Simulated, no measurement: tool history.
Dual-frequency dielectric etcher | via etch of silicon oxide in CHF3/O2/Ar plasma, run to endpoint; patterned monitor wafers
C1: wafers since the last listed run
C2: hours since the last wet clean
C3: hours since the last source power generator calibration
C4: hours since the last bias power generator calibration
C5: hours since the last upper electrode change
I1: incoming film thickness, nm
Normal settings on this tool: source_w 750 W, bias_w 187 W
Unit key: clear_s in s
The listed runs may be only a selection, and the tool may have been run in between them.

{"run": 1, "hour": 0.0, "source_w": 710, "bias_w": 218, "C1": 0, "C2": 457.8, "C3": 3783.8, "C4": 3747.8, "C5": 1904.8, "I1": 796.6, "clear_s": 384.8}
{"run": 2, "hour": 24.1, "source_w": 710, "bias_w": 218, "C1": 161, "C2": 481.9, "C3": 3807.9, "C4": 3771.9, "C5": 1928.9, "I1": 798.4, "clear_s": 382.1}
{"hour": 82.3, "done": "wet clean of the chamber"}
{"run": 3, "hour": 133.0, "source_w": 750, "bias_w": 187, "C1": 569, "C2": 50.7, "C3": 3916.8, "C4": 3880.8, "C5": 2037.8, "I1": 793.6, "clear_s": 395.0}
{"run": 4, "hour": 186.0, "source_w": 750, "bias_w": 187, "C1": 355, "C2": 103.7, "C3": 3969.8, "C4": 3933.8, "C5": 2090.8, "I1": 799.8, "clear_s": 398.0}
{"run": 5, "hour": 220.6, "source_w": 900, "bias_w": 213, "C1": 232, "C2": 138.3, "C3": 4004.4, "C4": 3968.4, "C5": 2125.4, "I1": 800.1, "clear_s": 364.0}
{"run": 6, "hour": 278.1, "source_w": 900, "bias_w": 213, "C1": 385, "C2": 195.8, "C3": 4061.9, "C4": 4025.9, "C5": 2182.9, "I1": 794.5, "clear_s": 362.8}
{"run": 7, "hour": 328.7, "source_w": 900, "bias_w": 213, "C1": 339, "C2": 246.4, "C3": 4112.5, "C4": 4076.5, "C5": 2233.5, "I1": 804.0, "clear_s": 369.6}
{"run": 8, "hour": 353.8, "source_w": 880, "bias_w": 187, "C1": 168, "C2": 271.5, "C3": 4137.6, "C4": 4101.6, "C5": 2258.6, "I1": 799.5, "clear_s": 379.3}
{"run": 9, "hour": 393.6, "source_w": 880, "bias_w": 187, "C1": 266, "C2": 311.3, "C3": 4177.4, "C4": 4141.4, "C5": 2298.4, "I1": 806.5, "clear_s": 385.6}
{"run": 10, "hour": 423.4, "source_w": 750, "bias_w": 187, "C1": 199, "C2": 341.1, "C3": 4207.2, "C4": 4171.2, "C5": 2328.2, "I1": 800.4, "clear_s": 394.3}
{"run": 11, "hour": 484.6, "source_w": 690, "bias_w": 201, "C1": 410, "C2": 402.3, "C3": 4268.4, "C4": 4232.4, "C5": 2389.4, "I1": 793.9, "clear_s": 392.1}
{"hour": 529.2, "done": "upper electrode replaced"}
{"run": 12, "hour": 543.0, "source_w": 750, "bias_w": 187, "C1": 230, "C2": 460.7, "C3": 4326.8, "C4": 4290.8, "C5": 13.8, "I1": 808.8, "clear_s": 400.5}
{"hour": 585.8, "done": "wet clean of the chamber"}
{"run": 13, "hour": 592.8, "source_w": 750, "bias_w": 187, "C1": 173, "C2": 7.0, "C3": 4376.6, "C4": 4340.6, "C5": 63.6, "I1": 802.9, "clear_s": 400.3}
{"run": 14, "hour": 636.0, "source_w": 750, "bias_w": 200, "C1": 289, "C2": 50.2, "C3": 4419.8, "C4": 4383.8, "C5": 106.8, "I1": 803.1, "clear_s": 396.2}
{"run": 15, "hour": 688.2, "source_w": 750, "bias_w": 187, "C1": 350, "C2": 102.4, "C3": 4472.0, "C4": 4436.0, "C5": 159.0, "I1": 797.4, "clear_s": 394.7}
{"run": 16, "hour": 740.1, "source_w": 920, "bias_w": 202, "C1": 348, "C2": 154.3, "C3": 4523.9, "C4": 4487.9, "C5": 210.9, "I1": 808.1, "clear_s": 374.6}
{"hour": 783.1, "done": "source power generator calibrated"}
{"run": 17, "hour": 811.2, "source_w": 750, "bias_w": 187, "C1": 450, "C2": 225.4, "C3": 28.1, "C4": 4559.0, "C5": 282.0, "I1": 807.7, "clear_s": 401.8}
{"run": 18, "hour": 875.4, "source_w": 600, "bias_w": 187, "C1": 430, "C2": 289.6, "C3": 92.3, "C4": 4623.2, "C5": 346.2, "I1": 795.7, "clear_s": 417.5}
{"run": 19, "hour": 933.3, "source_w": 900, "bias_w": 175, "C1": 388, "C2": 347.5, "C3": 150.2, "C4": 4681.1, "C5": 404.1, "I1": 804.0, "clear_s": 389.8}
{"run": 20, "hour": 977.9, "source_w": 750, "bias_w": 187, "C1": 299, "C2": 392.1, "C3": 194.8, "C4": 4725.7, "C5": 448.7, "I1": 798.9, "clear_s": 394.9}
{"run": 21, "hour": 1078.4, "source_w": 590, "bias_w": 187, "C1": 673, "C2": 492.6, "C3": 295.3, "C4": 4826.2, "C5": 549.2, "I1": 791.9, "clear_s": 419.7}
{"run": 22, "hour": 1137.0, "source_w": 910, "bias_w": 187, "C1": 392, "C2": 551.2, "C3": 353.9, "C4": 4884.8, "C5": 607.8, "I1": 803.9, "clear_s": 379.9}
{"run": 23, "hour": 1179.2, "source_w": 750, "bias_w": 233, "C1": 283, "C2": 593.4, "C3": 396.1, "C4": 4927.0, "C5": 650.0, "I1": 805.3, "clear_s": 377.0}
{"hour": 1193.9, "done": "bias power generator calibrated"}
{"hour": 1233.2, "done": "wet clean of the chamber"}
{"run": 24, "hour": 1243.2, "source_w": 830, "bias_w": 187, "C1": 241, "C2": 10.0, "C3": 460.1, "C4": 49.3, "C5": 714.0, "I1": 796.6, "clear_s": 386.4}
{"run": 25, "hour": 1273.4, "source_w": 750, "bias_w": 161, "C1": 202, "C2": 40.2, "C3": 490.3, "C4": 79.5, "C5": 744.2, "I1": 798.3, "clear_s": 418.9}
{"run": 26, "hour": 1309.3, "source_w": 640, "bias_w": 170, "C1": 240, "C2": 76.1, "C3": 526.2, "C4": 115.4, "C5": 780.1, "I1": 796.2, "clear_s": 424.3}
{"run": 27, "hour": 1366.8, "source_w": 710, "bias_w": 218, "C1": 385, "C2": 133.6, "C3": 583.7, "C4": 172.9, "C5": 837.6, "I1": 798.9, "clear_s": 380.7}
{"run": 28, "hour": 1410.7, "source_w": 750, "bias_w": 228, "C1": 294, "C2": 177.5, "C3": 627.6, "C4": 216.8, "C5": 881.5, "I1": 792.4, "clear_s": 372.4}
{"run": 29, "hour": 1496.2, "source_w": 750, "bias_w": 187, "C1": 573, "C2": 263.0, "C3": 713.1, "C4": 302.3, "C5": 967.0, "I1": 800.2, "clear_s": 392.3}
{"run": 30, "hour": 1543.4, "source_w": 870, "bias_w": 187, "C1": 316, "C2": 310.2, "C3": 760.3, "C4": 349.5, "C5": 1014.2, "I1": 805.2, "clear_s": 389.3}
{"run": 31, "hour": 1569.3, "source_w": 690, "bias_w": 156, "C1": 173, "C2": 336.1, "C3": 786.2, "C4": 375.4, "C5": 1040.1, "I1": 800.7, "clear_s": 424.2}
{"run": 32, "hour": 1611.6, "source_w": 750, "bias_w": 187, "C1": 283, "C2": 378.4, "C3": 828.5, "C4": 417.7, "C5": 1082.4, "I1": 801.1, "clear_s": 399.6}
{"run": 33, "hour": 1647.2, "source_w": 590, "bias_w": 187, "C1": 238, "C2": 414.0, "C3": 864.1, "C4": 453.3, "C5": 1118.0, "I1": 813.1, "clear_s": 428.7}
{"run": 34, "hour": 1717.0, "source_w": 600, "bias_w": 217, "C1": 468, "C2": 483.8, "C3": 933.9, "C4": 523.1, "C5": 1187.8, "I1": 795.8, "clear_s": 395.4}
{"run": 35, "hour": 1770.2, "source_w": 880, "bias_w": 144, "C1": 356, "C2": 537.0, "C3": 987.1, "C4": 576.3, "C5": 1241.0, "I1": 799.6, "clear_s": 413.5}
{"run": 36, "hour": 1828.4, "source_w": 820, "bias_w": 168, "C1": 390, "C2": 595.2, "C3": 1045.3, "C4": 634.5, "C5": 1299.2, "I1": 802.4, "clear_s": 404.0}

3 ways to go on from here, each from the tool as it stands after run 36. What would each give?
{"run": "A", "hour": 1828.9, "source_w": 750, "bias_w": 187, "C1": 3, "C2": 595.7, "C3": 1045.8, "C4": 635.0, "C5": 1299.7, "I1": 798.1, "clear_s": "?"}
{"run": "B", "hour": 1828.9, "source_w": 700, "bias_w": 210, "C1": 3, "C2": 595.7, "C3": 1045.8, "C4": 635.0, "C5": 1299.7, "I1": 798.1, "clear_s": "?"}
{"run": "C", "hour": 1828.9, "source_w": 640, "bias_w": 213, "C1": 3, "C2": 595.7, "C3": 1045.8, "C4": 635.0, "C5": 1299.7, "I1": 798.1, "clear_s": "?"}

run=A clear_s=398.3
run=B clear_s=391.1
run=C clear_s=397.6
Without the tool's unlogged condition, the same runs would have read:
run=A clear_s=398.3
run=B clear_s=391.1
run=C clear_s=397.6

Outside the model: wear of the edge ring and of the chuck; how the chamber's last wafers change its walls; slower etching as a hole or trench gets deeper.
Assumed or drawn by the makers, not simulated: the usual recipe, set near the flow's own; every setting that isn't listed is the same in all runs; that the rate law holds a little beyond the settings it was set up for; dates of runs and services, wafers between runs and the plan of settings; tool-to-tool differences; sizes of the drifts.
